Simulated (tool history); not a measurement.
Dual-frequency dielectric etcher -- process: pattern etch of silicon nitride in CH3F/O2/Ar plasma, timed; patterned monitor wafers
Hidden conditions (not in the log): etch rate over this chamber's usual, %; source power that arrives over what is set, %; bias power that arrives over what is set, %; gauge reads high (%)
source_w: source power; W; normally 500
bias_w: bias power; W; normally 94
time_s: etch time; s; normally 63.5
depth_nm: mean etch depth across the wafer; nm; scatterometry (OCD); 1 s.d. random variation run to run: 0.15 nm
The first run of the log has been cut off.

run    hour  source_w  bias_w  time_s  wafers since the last listed run  hours since the last wet clean  hours since the last source power generator calibration  hours since the last bias power generator calibration  hours since the last upper electrode change  hours since the gauge calibration  read-back reference wafer on the same gauge, depth_nm  depth_nm
  2    41.7       500      94      56                               525                            79.5                                                   3568.3                                                 1547.9                                       3563.9                             1656.5                                                   42.9      46.7
  3    92.4       500      94      56                               638                           130.2                                                     3619                                                 1598.6                                       3614.6                             1707.2                                                   42.9      46.8
  4   128.6       500      94    76.5                               455                           166.4                                                   3655.2                                                 1634.8                                       3650.8                             1743.4                                                     43      64.1
  5   196.9       500      94    76.5                               860                           234.7                                                   3723.5                                                 1703.1                                       3719.1                             1811.7                                                     43      64.6
      231.3  -- gauge calibrated
  6   234.3       530     104    63.5                               470                           272.1                                                   3760.9                                                 1740.5                                       3756.5                                  3                                                   41.5      54.3
  7     291       530     104    63.5                               714                           328.8                                                   3817.6                                                 1797.2                                       3813.2                               59.7                                                   41.6      54.6
  8   331.3       530     104    63.5                               507                           369.1                                                   3857.9                                                 1837.5                                       3853.5                                100                                                   41.6      54.6
      349.3  -- source power generator calibrated
  9   367.5       500      94    68.5                               405                           405.3                                                     18.2                                                 1873.7                                       3889.7                              136.2                                                   41.6      55.6
      399.8  -- wet clean of the chamber
 10     405       500      94    68.5                               170                             5.2                                                     55.7                                                 1911.2                                       3927.2                              173.7                                                   41.7      55.4
 11   437.1       450      86    63.5                               404                            37.3                                                     87.8                                                 1943.3                                       3959.3                              205.8                                                   41.7      48.4
 12   482.3       450      86    63.5                               569                            82.5                                                      133                                                 1988.5                                       4004.5                                251                                                   41.7      48.6
 13   548.5       570      94      49                               833                           148.7                                                    199.2                                                 2054.7                                       4070.7                              317.2                                                   41.8        42
 14   590.3       500      83    63.5                               526                           190.5                                                      241                                                 2096.5                                       4112.5                                359                                                   41.8      49.5
      633.6  -- upper electrode replaced
 15   648.6       500      94    71.5                               431                           248.8                                                    299.3                                                 2154.8                                           15                              417.3                                                   41.8        58
 16   685.3       500      86    63.5                               462                           285.5                                                      336                                                 2191.5                                         51.7                                454                                                   41.8      50.3
 17   736.8       500      94    63.5                               648                             337                                                    387.5                                                   2243                                        103.2                              505.5                                                   41.9        52
 18   782.3       500      82    57.5                               572                           382.5                                                      433                                                 2288.5                                        148.7                                551                                                   41.9      45.2
      809.4  -- wet clean of the chamber
 19   827.4       500      94    63.5                               265                              18                                                    478.1                                                 2333.6                                        193.8                              596.1                                                     42        52
 20   882.7       570      94    63.5                               696                            73.3                                                    533.4                                                 2388.9                                        249.1                              651.4                                                     42      54.6
 21     953       410     109    70.5                               885                           143.6                                                    603.7                                                 2459.2                                        319.4                              721.7                                                     42        57
 22  1005.6       500      94    63.5                               662                           196.2                                                    656.3                                                 2511.8                                          372                              774.3                                                   42.1      52.1
     1011.2  -- bias power generator calibrated
 23  1068.5       500      94      71                               741                           259.1                                                    719.2                                                   57.3                                        434.9                              837.2                                                   42.2      58.6
 24  1099.1       500      94    63.5                               385                           289.7                                                    749.8                                                   87.9                                        465.5                              867.8                                                   42.1      52.5
 25  1143.6       500      94    63.5                               560                           334.2                                                    794.3                                                  132.4                                          510                              912.3                                                   42.2      52.3
 26    1204       500      80    77.5                               760                           394.6                                                    854.7                                                  192.8                                        570.4                              972.7                                                   42.2      60.5

What does the tool deliver on the next run?
     1244.9  -- wet clean of the chamber
 27  1251.1       540     111    63.5                               290                             6.2                                                    901.8                                                  239.9                                        617.5                             1019.8                                                      ?         ?

{"run 27": {"read-back reference wafer on the same gauge, depth_nm": 42.3, "depth_nm": 57.3}}
Take away the tool's hidden state, keep the run-to-run variation as it was, and the same run would have given depth_nm 56.5 nm.
